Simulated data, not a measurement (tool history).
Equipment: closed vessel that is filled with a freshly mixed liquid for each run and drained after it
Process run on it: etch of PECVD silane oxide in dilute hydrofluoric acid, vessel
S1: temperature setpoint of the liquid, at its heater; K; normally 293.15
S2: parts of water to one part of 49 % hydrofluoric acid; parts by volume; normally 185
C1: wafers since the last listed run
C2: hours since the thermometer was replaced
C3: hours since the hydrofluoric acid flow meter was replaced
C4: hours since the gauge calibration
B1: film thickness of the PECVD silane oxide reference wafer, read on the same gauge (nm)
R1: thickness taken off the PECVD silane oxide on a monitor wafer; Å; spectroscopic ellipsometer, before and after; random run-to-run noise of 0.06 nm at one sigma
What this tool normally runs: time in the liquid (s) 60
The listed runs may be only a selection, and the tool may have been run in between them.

run 1 hour=0 | S1=293.15 S2=185 time_in_the_liquid_(s)=60 | C1=0 C2=366 C3=925.4 C4=558.8 | B1=109.47 | R1=115.1
run 2 hour=78 | S1=293.15 S2=160 time_in_the_liquid_(s)=60 | C1=10030 C2=444 C3=1003.4 C4=636.8 | B1=109.27 | R1=137.1
run 3 hour=167 | S1=293.15 S2=185 time_in_the_liquid_(s)=60 | C1=11445 C2=533 C3=1092.4 C4=725.8 | B1=109.08 | R1=115.3
run 4 hour=270.6 | S1=293.15 S2=225 time_in_the_liquid_(s)=60 | C1=13322 C2=636.6 C3=1196 C4=829.4 | B1=108.77 | R1=91.2
run 5 hour=339.7 | S1=293.15 S2=185 time_in_the_liquid_(s)=60 | C1=8886 C2=705.7 C3=1265.1 C4=898.5 | B1=108.48 | R1=114.1
run 6 hour=435.5 | S1=293.15 S2=185 time_in_the_liquid_(s)=60 | C1=12319 C2=801.5 C3=1360.9 C4=994.3 | B1=108.17 | R1=113.9
run 7 hour=500.8 | S1=297.15 S2=185 time_in_the_liquid_(s)=60 | C1=8397 C2=866.8 C3=1426.2 C4=1059.6 | B1=107.89 | R1=132.4
run 8 hour=540.8 | S1=297.15 S2=185 time_in_the_liquid_(s)=60 | C1=5143 C2=906.8 C3=1466.2 C4=1099.6 | B1=107.72 | R1=131.7
run 9 hour=609.5 | S1=297.15 S2=185 time_in_the_liquid_(s)=60 | C1=8834 C2=975.5 C3=1534.9 C4=1168.3 | B1=107.45 | R1=133
run 10 hour=652.7 | S1=293.15 S2=185 time_in_the_liquid_(s)=35 | C1=5555 C2=1018.7 C3=1578.1 C4=1211.5 | B1=107.22 | R1=66.1
run 11 hour=734.3 | S1=293.15 S2=185 time_in_the_liquid_(s)=60 | C1=10493 C2=1100.3 C3=1659.7 C4=1293.1 | B1=106.76 | R1=113.8
run 12 hour=794.6 | S1=293.15 S2=185 time_in_the_liquid_(s)=60 | C1=7754 C2=1160.6 C3=1720 C4=1353.4 | B1=106.46 | R1=113.1
run 13 hour=836.2 | S1=293.15 S2=185 time_in_the_liquid_(s)=80 | C1=5349 C2=1202.2 C3=1761.6 C4=1395 | B1=106.27 | R1=148.2
run 14 hour=878.4 | S1=295.65 S2=230 time_in_the_liquid_(s)=60 | C1=5426 C2=1244.4 C3=1803.8 C4=1437.2 | B1=106.06 | R1=94.1
run 15 hour=941.1 | S1=297.65 S2=145 time_in_the_liquid_(s)=85 | C1=8063 C2=1307.1 C3=1866.5 C4=1499.9 | B1=105.67 | R1=252.8
-- hour=945.8 gauge calibrated
-- hour=1008.3 thermometer replaced
run 16 hour=1037.7 | S1=297.65 S2=120 time_in_the_liquid_(s)=30 | C1=12294 C2=29.4 C3=1963.1 C4=91.9 | B1=110.23 | R1=113.2
run 17 hour=1095.9 | S1=293.15 S2=185 time_in_the_liquid_(s)=60 | C1=7484 C2=87.6 C3=2021.3 C4=150.1 | B1=110.18 | R1=116.3
run 18 hour=1159.7 | S1=293.15 S2=260 time_in_the_liquid_(s)=70 | C1=8204 C2=151.4 C3=2085.1 C4=213.9 | B1=110.14 | R1=90
-- hour=1167.3 hydrofluoric acid flow meter replaced
run 19 hour=1240 | S1=293.15 S2=185 time_in_the_liquid_(s)=60 | C1=10197 C2=231.7 C3=72.7 C4=294.2 | B1=110.07 | R1=116.5
run 20 hour=1293.6 | S1=295.65 S2=150 time_in_the_liquid_(s)=60 | C1=6892 C2=285.3 C3=126.3 C4=347.8 | B1=110.01 | R1=162.3
run 21 hour=1374.9 | S1=296.15 S2=275 time_in_the_liquid_(s)=40 | C1=10455 C2=366.6 C3=207.6 C4=429.1 | B1=109.92 | R1=53.3
run 22 hour=1462.2 | S1=293.15 S2=185 time_in_the_liquid_(s)=60 | C1=11226 C2=453.9 C3=294.9 C4=516.4 | B1=109.73 | R1=115.9
run 23 hour=1524.4 | S1=293.15 S2=250 time_in_the_liquid_(s)=40 | C1=7998 C2=516.1 C3=357.1 C4=578.6 | B1=109.59 | R1=53.9
run 24 hour=1561.2 | S1=293.15 S2=120 time_in_the_liquid_(s)=45 | C1=4732 C2=552.9 C3=393.9 C4=615.4 | B1=109.52 | R1=142.5

4 ways to go on from here, each from the tool as it stands after run 24. What would each give?
run A hour=1561.9 | S1=293.15 S2=250 time_in_the_liquid_(s)=60 | C1=90 C2=553.6 C3=394.6 C4=616.1 | B1=? | R1=?
run B hour=1561.9 | S1=293.15 S2=185 time_in_the_liquid_(s)=30 | C1=90 C2=553.6 C3=394.6 C4=616.1 | B1=? | R1=?
run C hour=1561.9 | S1=291.65 S2=185 time_in_the_liquid_(s)=60 | C1=90 C2=553.6 C3=394.6 C4=616.1 | B1=? | R1=?
run D hour=1561.9 | S1=296.65 S2=185 time_in_the_liquid_(s)=30 | C1=90 C2=553.6 C3=394.6 C4=616.1 | B1=? | R1=?

run=A B1=109.48 R1=81.1
run=B B1=109.48 R1=58.3
run=C B1=109.48 R1=110
run=D B1=109.48 R1=66.7
With the hidden condition removed and each run's random variation left untouched, the same runs would have given:
run=A R1=81.4
run=B R1=58.6
run=C R1=110.5
run=D R1=67

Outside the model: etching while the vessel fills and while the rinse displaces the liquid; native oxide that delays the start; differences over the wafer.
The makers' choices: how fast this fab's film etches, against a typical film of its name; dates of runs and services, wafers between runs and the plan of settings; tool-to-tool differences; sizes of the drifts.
